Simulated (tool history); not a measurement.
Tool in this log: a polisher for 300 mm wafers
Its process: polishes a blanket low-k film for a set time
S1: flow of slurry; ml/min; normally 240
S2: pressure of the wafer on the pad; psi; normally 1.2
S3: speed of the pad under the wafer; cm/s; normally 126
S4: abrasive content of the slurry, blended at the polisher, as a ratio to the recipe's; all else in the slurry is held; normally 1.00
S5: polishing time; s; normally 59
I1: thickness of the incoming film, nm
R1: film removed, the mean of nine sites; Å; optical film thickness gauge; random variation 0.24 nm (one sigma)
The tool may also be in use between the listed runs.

run	hour	S1	S2	S3	S4	S5	I1	R1
1	0.0	240	1.2	126	1.05	59	622.6	175
2	64.0	240	1.2	126	1.00	59	619.9	166
# hour 73.0: conditioning disc replaced and pad reconditioned
3	106.6	240	1.2	126	1.00	59	610.2	162
# hour 125.7: slurry blender recalibrated
4	163.0	240	1.2	126	0.75	59	611.9	134
5	221.9	320	1.2	126	1.00	59	607.3	180
6	255.9	240	1.2	126	0.80	59	625.7	144
# hour 278.3: slurry nozzle cleaned
7	318.7	310	1.4	98	0.80	59	619.2	141
# hour 326.6: worn pad replaced by a new one
8	384.0	310	0.9	126	1.00	53	618.3	123
9	428.2	240	1.2	126	1.00	59	628.3	169
# hour 475.1: head pressure recalibrated
10	486.1	240	1.2	126	1.00	59	621.2	167
11	517.4	240	1.2	126	1.00	59	623.2	168
# hour 554.4: conditioning disc replaced and pad reconditioned
12	581.2	240	1.5	162	0.70	66	621.3	185
13	619.8	160	1.2	102	1.00	73	619.2	164
# hour 645.2: slurry blender recalibrated
14	686.0	240	1.2	126	1.00	59	618.1	180
15	741.2	290	1.2	126	0.85	64	621.0	169
# hour 770.7: worn pad replaced by a new one
16	809.1	295	1.2	114	1.00	59	622.9	162
17	862.0	240	1.2	126	1.00	48	625.8	141
# hour 873.4: slurry nozzle cleaned
18	894.6	240	1.2	126	1.00	59	628.6	175
19	930.2	180	1.2	126	1.00	59	613.8	168
# hour 945.0: head pressure recalibrated
20	962.5	240	1.2	126	1.00	59	616.7	173
# hour 994.6: conditioning disc replaced and pad reconditioned
21	1005.9	280	1.2	126	1.00	59	611.9	170
22	1109.7	240	1.0	126	0.75	43	613.7	72
23	1135.3	240	1.2	126	1.00	59	629.3	157
# hour 1201.8: worn pad replaced by a new one
24	1202.3	240	1.2	154	1.00	59	605.9	177

Consider 5 possible next runs. They are alternatives, not a sequence: every one starts from the tool as it was left by run 24. What does each give?
A	1202.7	240	1.2	126	1.00	59	620.0	?
B	1202.7	240	1.2	166	1.00	74	620.0	?
C	1202.7	185	0.8	126	1.00	59	620.0	?
D	1202.7	265	1.1	162	0.70	59	620.0	?
E	1202.7	270	1.2	88	0.90	59	620.0	?

run	R1
A	154
B	238
C	106
D	114
E	108
Had the tool no hidden state, the same runs would have come out as:
run	R1
A	182
B	281
C	126
D	143
E	130

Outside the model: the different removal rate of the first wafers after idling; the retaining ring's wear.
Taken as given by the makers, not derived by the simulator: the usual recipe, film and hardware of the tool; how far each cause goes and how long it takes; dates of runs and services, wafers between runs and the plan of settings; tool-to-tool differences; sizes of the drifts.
